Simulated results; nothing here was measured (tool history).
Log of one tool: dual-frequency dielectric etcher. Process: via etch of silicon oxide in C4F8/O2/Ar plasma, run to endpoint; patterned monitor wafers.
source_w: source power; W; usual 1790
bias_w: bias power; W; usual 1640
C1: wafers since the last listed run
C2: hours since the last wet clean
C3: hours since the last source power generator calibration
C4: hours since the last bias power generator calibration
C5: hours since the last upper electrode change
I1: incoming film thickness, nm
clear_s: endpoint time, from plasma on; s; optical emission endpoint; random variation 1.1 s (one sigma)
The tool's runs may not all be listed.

{"run": 1, "hour": 0.0, "source_w": 1790, "bias_w": 1640, "C1": 0, "C2": 38.2, "C3": 3817.7, "C4": 4432.7, "C5": 5802.4, "I1": 1858.3, "clear_s": 362.3}
{"run": 2, "hour": 74.8, "source_w": 1790, "bias_w": 1640, "C1": 261, "C2": 113.0, "C3": 3892.5, "C4": 4507.5, "C5": 5877.2, "I1": 1820.6, "clear_s": 353.6}
{"run": 3, "hour": 106.5, "source_w": 1790, "bias_w": 1322, "C1": 111, "C2": 144.7, "C3": 3924.2, "C4": 4539.2, "C5": 5908.9, "I1": 1831.1, "clear_s": 377.3}
{"run": 4, "hour": 127.5, "source_w": 1790, "bias_w": 1322, "C1": 73, "C2": 165.7, "C3": 3945.2, "C4": 4560.2, "C5": 5929.9, "I1": 1841.5, "clear_s": 379.1}
{"run": 5, "hour": 140.9, "source_w": 1790, "bias_w": 1322, "C1": 46, "C2": 179.1, "C3": 3958.6, "C4": 4573.6, "C5": 5943.3, "I1": 1838.6, "clear_s": 378.0}
{"run": 6, "hour": 153.5, "source_w": 1930, "bias_w": 1640, "C1": 44, "C2": 191.7, "C3": 3971.2, "C4": 4586.2, "C5": 5955.9, "I1": 1847.2, "clear_s": 347.2}
{"run": 7, "hour": 176.5, "source_w": 1540, "bias_w": 1394, "C1": 80, "C2": 214.7, "C3": 3994.2, "C4": 4609.2, "C5": 5978.9, "I1": 1838.4, "clear_s": 398.0}
{"run": 8, "hour": 202.6, "source_w": 1540, "bias_w": 1394, "C1": 91, "C2": 240.8, "C3": 4020.3, "C4": 4635.3, "C5": 6005.0, "I1": 1850.2, "clear_s": 399.6}
{"run": 9, "hour": 229.9, "source_w": 1790, "bias_w": 1640, "C1": 95, "C2": 268.1, "C3": 4047.6, "C4": 4662.6, "C5": 6032.3, "I1": 1840.7, "clear_s": 354.4}
{"run": 10, "hour": 248.3, "source_w": 1790, "bias_w": 1640, "C1": 64, "C2": 286.5, "C3": 4066.0, "C4": 4681.0, "C5": 6050.7, "I1": 1850.1, "clear_s": 356.4}
{"hour": 277.8, "done": "upper electrode replaced"}
{"run": 11, "hour": 278.3, "source_w": 1790, "bias_w": 1640, "C1": 21, "C2": 316.5, "C3": 4096.0, "C4": 4711.0, "C5": 0.5, "I1": 1848.3, "clear_s": 354.4}
{"run": 12, "hour": 278.7, "source_w": 1790, "bias_w": 1640, "C1": 1, "C2": 316.9, "C3": 4096.4, "C4": 4711.4, "C5": 0.9, "I1": 1833.7, "clear_s": 351.2}
{"run": 13, "hour": 311.7, "source_w": 1790, "bias_w": 1640, "C1": 115, "C2": 349.9, "C3": 4129.4, "C4": 4744.4, "C5": 33.9, "I1": 1816.8, "clear_s": 348.3}
{"run": 14, "hour": 343.7, "source_w": 1790, "bias_w": 1640, "C1": 112, "C2": 381.9, "C3": 4161.4, "C4": 4776.4, "C5": 65.9, "I1": 1834.7, "clear_s": 351.5}
{"run": 15, "hour": 367.7, "source_w": 1790, "bias_w": 1640, "C1": 84, "C2": 405.9, "C3": 4185.4, "C4": 4800.4, "C5": 89.9, "I1": 1840.3, "clear_s": 351.7}
{"hour": 393.0, "done": "bias power generator calibrated"}
{"run": 16, "hour": 396.8, "source_w": 1790, "bias_w": 1640, "C1": 87, "C2": 435.0, "C3": 4214.5, "C4": 3.8, "C5": 119.0, "I1": 1830.1, "clear_s": 350.7}
{"run": 17, "hour": 419.4, "source_w": 1450, "bias_w": 1420, "C1": 79, "C2": 457.6, "C3": 4237.1, "C4": 26.4, "C5": 141.6, "I1": 1840.7, "clear_s": 400.0}
{"run": 18, "hour": 438.7, "source_w": 1600, "bias_w": 1957, "C1": 67, "C2": 476.9, "C3": 4256.4, "C4": 45.7, "C5": 160.9, "I1": 1849.5, "clear_s": 348.7}
{"run": 19, "hour": 468.5, "source_w": 1550, "bias_w": 1404, "C1": 104, "C2": 506.7, "C3": 4286.2, "C4": 75.5, "C5": 190.7, "I1": 1842.1, "clear_s": 391.5}
{"run": 20, "hour": 494.6, "source_w": 1970, "bias_w": 1335, "C1": 91, "C2": 532.8, "C3": 4312.3, "C4": 101.6, "C5": 216.8, "I1": 1860.5, "clear_s": 359.3}
{"run": 21, "hour": 546.7, "source_w": 1790, "bias_w": 1640, "C1": 182, "C2": 584.9, "C3": 4364.4, "C4": 153.7, "C5": 268.9, "I1": 1863.9, "clear_s": 352.0}
{"run": 22, "hour": 560.0, "source_w": 1790, "bias_w": 1640, "C1": 46, "C2": 598.2, "C3": 4377.7, "C4": 167.0, "C5": 282.2, "I1": 1851.7, "clear_s": 350.3}
{"run": 23, "hour": 595.7, "source_w": 2100, "bias_w": 1471, "C1": 125, "C2": 633.9, "C3": 4413.4, "C4": 202.7, "C5": 317.9, "I1": 1836.3, "clear_s": 334.4}
{"hour": 622.7, "done": "wet clean of the chamber"}
{"run": 24, "hour": 627.5, "source_w": 1790, "bias_w": 1640, "C1": 27, "C2": 4.8, "C3": 4445.2, "C4": 234.5, "C5": 349.7, "I1": 1830.4, "clear_s": 360.9}
{"run": 25, "hour": 642.0, "source_w": 1790, "bias_w": 1640, "C1": 50, "C2": 19.3, "C3": 4459.7, "C4": 249.0, "C5": 364.2, "I1": 1826.0, "clear_s": 357.7}
{"hour": 661.3, "done": "source power generator calibrated"}
{"run": 26, "hour": 746.4, "source_w": 2230, "bias_w": 1768, "C1": 351, "C2": 123.7, "C3": 85.1, "C4": 353.4, "C5": 468.6, "I1": 1848.0, "clear_s": 321.7}
{"run": 27, "hour": 763.8, "source_w": 1790, "bias_w": 1640, "C1": 60, "C2": 141.1, "C3": 102.5, "C4": 370.8, "C5": 486.0, "I1": 1860.2, "clear_s": 362.7}
{"run": 28, "hour": 787.5, "source_w": 2020, "bias_w": 1821, "C1": 83, "C2": 164.8, "C3": 126.2, "C4": 394.5, "C5": 509.7, "I1": 1854.7, "clear_s": 334.2}
{"run": 29, "hour": 819.5, "source_w": 2050, "bias_w": 1491, "C1": 112, "C2": 196.8, "C3": 158.2, "C4": 426.5, "C5": 541.7, "I1": 1842.1, "clear_s": 344.9}
{"run": 30, "hour": 845.8, "source_w": 2170, "bias_w": 1474, "C1": 92, "C2": 223.1, "C3": 184.5, "C4": 452.8, "C5": 568.0, "I1": 1861.9, "clear_s": 343.6}
{"run": 31, "hour": 876.7, "source_w": 1650, "bias_w": 1376, "C1": 108, "C2": 254.0, "C3": 215.4, "C4": 483.7, "C5": 598.9, "I1": 1846.5, "clear_s": 387.2}
{"run": 32, "hour": 888.8, "source_w": 2180, "bias_w": 1325, "C1": 42, "C2": 266.1, "C3": 227.5, "C4": 495.8, "C5": 611.0, "I1": 1834.4, "clear_s": 344.8}
{"run": 33, "hour": 910.7, "source_w": 1790, "bias_w": 1762, "C1": 76, "C2": 288.0, "C3": 249.4, "C4": 517.7, "C5": 632.9, "I1": 1834.6, "clear_s": 347.8}
{"run": 34, "hour": 930.3, "source_w": 1980, "bias_w": 1525, "C1": 68, "C2": 307.6, "C3": 269.0, "C4": 537.3, "C5": 652.5, "I1": 1849.0, "clear_s": 347.4}

Hidden state or all else? Some run-to-run changes of clear_s, split into what the settings, what came in and random variation would give without the hidden state, and what is left for the hidden state (with any gauge scatter that isn't in both results):
The hidden state here: etch rate over this chamber's usual, %; source power that arrives over what is set, %; bias power that arrives over what is set, %.
Run 6 -> 7: source_w 1930 -> 1540, bias_w 1640 -> 1394. clear_s +50.8 s: hidden state -1.4, all else +52.2.
Run 16 -> 17: source_w 1790 -> 1450, bias_w 1640 -> 1420. clear_s +49.3 s: hidden state -2.2, all else +51.5.
Run 17 -> 18: source_w 1450 -> 1600, bias_w 1420 -> 1957. clear_s -51.3 s: hidden state +1.3, all else -52.6.
Run 18 -> 19: source_w 1600 -> 1550, bias_w 1957 -> 1404. clear_s +42.8 s: hidden state -2.3, all else +45.1.
Run 23 -> 24: source_w 2100 -> 1790, bias_w 1471 -> 1640, wet clean of the chamber. clear_s +26.5 s: hidden state +13.9, all else +12.6.
